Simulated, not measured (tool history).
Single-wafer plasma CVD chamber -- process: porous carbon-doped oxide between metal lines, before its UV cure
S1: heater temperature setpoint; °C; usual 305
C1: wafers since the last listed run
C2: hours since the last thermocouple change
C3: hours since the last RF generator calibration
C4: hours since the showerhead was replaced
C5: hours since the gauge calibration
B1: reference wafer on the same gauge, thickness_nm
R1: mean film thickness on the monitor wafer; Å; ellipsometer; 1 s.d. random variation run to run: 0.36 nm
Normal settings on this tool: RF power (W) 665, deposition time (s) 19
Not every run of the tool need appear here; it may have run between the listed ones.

{"run": 1, "hour": 0.0, "S1": 312, "RF power (W)": 665, "deposition time (s)": 19, "C1": 0, "C2": 1371.2, "C3": 213.8, "C4": 4482.6, "C5": 444.5, "B1": 127.066, "R1": 1175.09}
{"run": 2, "hour": 54.3, "S1": 312, "RF power (W)": 665, "deposition time (s)": 19, "C1": 1593, "C2": 1425.5, "C3": 268.1, "C4": 4536.9, "C5": 498.8, "B1": 127.091, "R1": 1186.32}
{"run": 3, "hour": 120.9, "S1": 312, "RF power (W)": 665, "deposition time (s)": 19, "C1": 1954, "C2": 1492.1, "C3": 334.7, "C4": 4603.5, "C5": 565.4, "B1": 127.081, "R1": 1180.77}
{"run": 4, "hour": 164.2, "S1": 305, "RF power (W)": 665, "deposition time (s)": 19, "C1": 1271, "C2": 1535.4, "C3": 378, "C4": 4646.8, "C5": 608.7, "B1": 127.023, "R1": 1222.39}
{"run": 5, "hour": 211.7, "S1": 305, "RF power (W)": 665, "deposition time (s)": 19, "C1": 1394, "C2": 1582.9, "C3": 425.5, "C4": 4694.3, "C5": 656.2, "B1": 127.109, "R1": 1214.18}
{"run": 6, "hour": 356.1, "S1": 305, "RF power (W)": 665, "deposition time (s)": 19, "C1": 4238, "C2": 1727.3, "C3": 569.9, "C4": 4838.7, "C5": 800.6, "B1": 126.954, "R1": 1213.04}
{"run": 7, "hour": 382.8, "S1": 305, "RF power (W)": 665, "deposition time (s)": 19, "C1": 783, "C2": 1754, "C3": 596.6, "C4": 4865.4, "C5": 827.3, "B1": 126.906, "R1": 1204.64}
{"run": 8, "hour": 434.0, "S1": 305, "RF power (W)": 665, "deposition time (s)": 19, "C1": 1502, "C2": 1805.2, "C3": 647.8, "C4": 4916.6, "C5": 878.5, "B1": 127.018, "R1": 1205.87}
{"run": 9, "hour": 478.9, "S1": 305, "RF power (W)": 665, "deposition time (s)": 19, "C1": 1317, "C2": 1850.1, "C3": 692.7, "C4": 4961.5, "C5": 923.4, "B1": 127.092, "R1": 1196.13}
{"hour": 637.7, "done": "thermocouple changed; heater temperature recalibrated"}
{"run": 10, "hour": 686.3, "S1": 301, "RF power (W)": 665, "deposition time (s)": 19, "C1": 5853, "C2": 48.6, "C3": 900.1, "C4": 5168.9, "C5": 1130.8, "B1": 127.03, "R1": 1252.47}
{"hour": 749.3, "done": "showerhead replaced"}
{"run": 11, "hour": 754.8, "S1": 301, "RF power (W)": 665, "deposition time (s)": 19, "C1": 1775, "C2": 117.1, "C3": 968.6, "C4": 5.5, "C5": 1199.3, "B1": 126.975, "R1": 1249.54}
{"hour": 844.6, "done": "RF generator calibrated"}
{"run": 12, "hour": 936.2, "S1": 301, "RF power (W)": 665, "deposition time (s)": 19, "C1": 5089, "C2": 298.5, "C3": 91.6, "C4": 186.9, "C5": 1380.7, "B1": 126.989, "R1": 1265.63}
{"run": 13, "hour": 996.8, "S1": 305, "RF power (W)": 665, "deposition time (s)": 19, "C1": 1778, "C2": 359.1, "C3": 152.2, "C4": 247.5, "C5": 1441.3, "B1": 126.972, "R1": 1240.22}
{"run": 14, "hour": 1028.9, "S1": 305, "RF power (W)": 665, "deposition time (s)": 19, "C1": 942, "C2": 391.2, "C3": 184.3, "C4": 279.6, "C5": 1473.4, "B1": 127.018, "R1": 1232.73}
{"run": 15, "hour": 1065.0, "S1": 305, "RF power (W)": 665, "deposition time (s)": 19, "C1": 1059, "C2": 427.3, "C3": 220.4, "C4": 315.7, "C5": 1509.5, "B1": 126.975, "R1": 1244.17}
{"run": 16, "hour": 1223.9, "S1": 305, "RF power (W)": 665, "deposition time (s)": 19, "C1": 4664, "C2": 586.2, "C3": 379.3, "C4": 474.6, "C5": 1668.4, "B1": 127.057, "R1": 1232.95}
{"run": 17, "hour": 1285.8, "S1": 318, "RF power (W)": 620, "deposition time (s)": 20, "C1": 1817, "C2": 648.1, "C3": 441.2, "C4": 536.5, "C5": 1730.3, "B1": 126.988, "R1": 1154.68}
{"run": 18, "hour": 1349.3, "S1": 291, "RF power (W)": 705, "deposition time (s)": 16, "C1": 1863, "C2": 711.6, "C3": 504.7, "C4": 600, "C5": 1793.8, "B1": 126.948, "R1": 1168.96}
{"run": 19, "hour": 1402.1, "S1": 305, "RF power (W)": 665, "deposition time (s)": 19, "C1": 1549, "C2": 764.4, "C3": 557.5, "C4": 652.8, "C5": 1846.6, "B1": 127.018, "R1": 1230.79}
{"run": 20, "hour": 1469.0, "S1": 300, "RF power (W)": 665, "deposition time (s)": 19, "C1": 1963, "C2": 831.3, "C3": 624.4, "C4": 719.7, "C5": 1913.5, "B1": 127.105, "R1": 1260.54}
{"run": 21, "hour": 1509.9, "S1": 305, "RF power (W)": 665, "deposition time (s)": 15.5, "C1": 1200, "C2": 872.2, "C3": 665.3, "C4": 760.6, "C5": 1954.4, "B1": 126.961, "R1": 1006.14}
{"hour": 1549.5, "done": "gauge calibrated"}
{"run": 22, "hour": 1580.9, "S1": 311, "RF power (W)": 665, "deposition time (s)": 21.1, "C1": 2084, "C2": 943.2, "C3": 736.3, "C4": 831.6, "C5": 31.4, "B1": 127.057, "R1": 1309.38}
{"run": 23, "hour": 1613.2, "S1": 305, "RF power (W)": 665, "deposition time (s)": 16.1, "C1": 948, "C2": 975.5, "C3": 768.6, "C4": 863.9, "C5": 63.7, "B1": 126.947, "R1": 1045.37}
{"run": 24, "hour": 1757.8, "S1": 318, "RF power (W)": 620, "deposition time (s)": 20, "C1": 4244, "C2": 1120.1, "C3": 913.2, "C4": 1008.5, "C5": 208.3, "B1": 127.047, "R1": 1139.29}
{"run": 25, "hour": 1782.7, "S1": 301, "RF power (W)": 550, "deposition time (s)": 15.2, "C1": 730, "C2": 1145, "C3": 938.1, "C4": 1033.4, "C5": 233.2, "B1": 126.95, "R1": 854.93}
{"hour": 1853.4, "done": "RF generator calibrated"}
{"run": 26, "hour": 1853.9, "S1": 290, "RF power (W)": 545, "deposition time (s)": 16.8, "C1": 1855, "C2": 1216.2, "C3": 0.5, "C4": 1104.6, "C5": 304.4, "B1": 127.006, "R1": 1006.12}
{"run": 27, "hour": 1898.6, "S1": 305, "RF power (W)": 665, "deposition time (s)": 19, "C1": 1312, "C2": 1260.9, "C3": 45.2, "C4": 1149.3, "C5": 349.1, "B1": 126.999, "R1": 1227.82}
{"run": 28, "hour": 1955.7, "S1": 305, "RF power (W)": 770, "deposition time (s)": 16.3, "C1": 1676, "C2": 1318, "C3": 102.3, "C4": 1206.4, "C5": 406.2, "B1": 127.009, "R1": 1183.24}
{"run": 29, "hour": 1993.0, "S1": 309, "RF power (W)": 665, "deposition time (s)": 19, "C1": 1094, "C2": 1355.3, "C3": 139.6, "C4": 1243.7, "C5": 443.5, "B1": 127.023, "R1": 1203.52}
{"run": 30, "hour": 2037.7, "S1": 305, "RF power (W)": 765, "deposition time (s)": 19, "C1": 1312, "C2": 1400, "C3": 184.3, "C4": 1288.4, "C5": 488.2, "B1": 127.083, "R1": 1365.48}
{"run": 31, "hour": 2078.7, "S1": 315, "RF power (W)": 535, "deposition time (s)": 21.6, "C1": 1203, "C2": 1441, "C3": 225.3, "C4": 1329.4, "C5": 529.2, "B1": 127.025, "R1": 1120.68}
{"run": 32, "hour": 2115.9, "S1": 294, "RF power (W)": 580, "deposition time (s)": 22.5, "C1": 1091, "C2": 1478.2, "C3": 262.5, "C4": 1366.6, "C5": 566.4, "B1": 127.096, "R1": 1366.78}
{"run": 33, "hour": 2234.2, "S1": 305, "RF power (W)": 665, "deposition time (s)": 19, "C1": 3472, "C2": 1596.5, "C3": 380.8, "C4": 1484.9, "C5": 684.7, "B1": 126.993, "R1": 1221.95}
{"run": 34, "hour": 2288.3, "S1": 291, "RF power (W)": 665, "deposition time (s)": 19, "C1": 1588, "C2": 1650.6, "C3": 434.9, "C4": 1539, "C5": 738.8, "B1": 127.05, "R1": 1305.14}
{"run": 35, "hour": 2313.0, "S1": 301, "RF power (W)": 665, "deposition time (s)": 20.2, "C1": 725, "C2": 1675.3, "C3": 459.6, "C4": 1563.7, "C5": 763.5, "B1": 126.949, "R1": 1311.26}

Branching from run 35: 3 alternative next runs. What would each branch give?
{"run": "A", "hour": 2313.4, "S1": 305, "RF power (W)": 665, "deposition time (s)": 17.5, "C1": 11, "C2": 1675.7, "C3": 460, "C4": 1564.1, "C5": 763.9, "B1": "?", "R1": "?"}
{"run": "B", "hour": 2313.4, "S1": 297, "RF power (W)": 770, "deposition time (s)": 15.3, "C1": 11, "C2": 1675.7, "C3": 460, "C4": 1564.1, "C5": 763.9, "B1": "?", "R1": "?"}
{"run": "C", "hour": 2313.4, "S1": 305, "RF power (W)": 665, "deposition time (s)": 21.4, "C1": 11, "C2": 1675.7, "C3": 460, "C4": 1564.1, "C5": 763.9, "B1": "?", "R1": "?"}

run=A B1=126.99 R1=1127.12
run=B B1=126.99 R1=1148.58
run=C B1=126.99 R1=1368.61
Without the tool's hidden state the same runs would have given:
run=A R1=1155.55
run=B R1=1178.49
run=C R1=1403.13
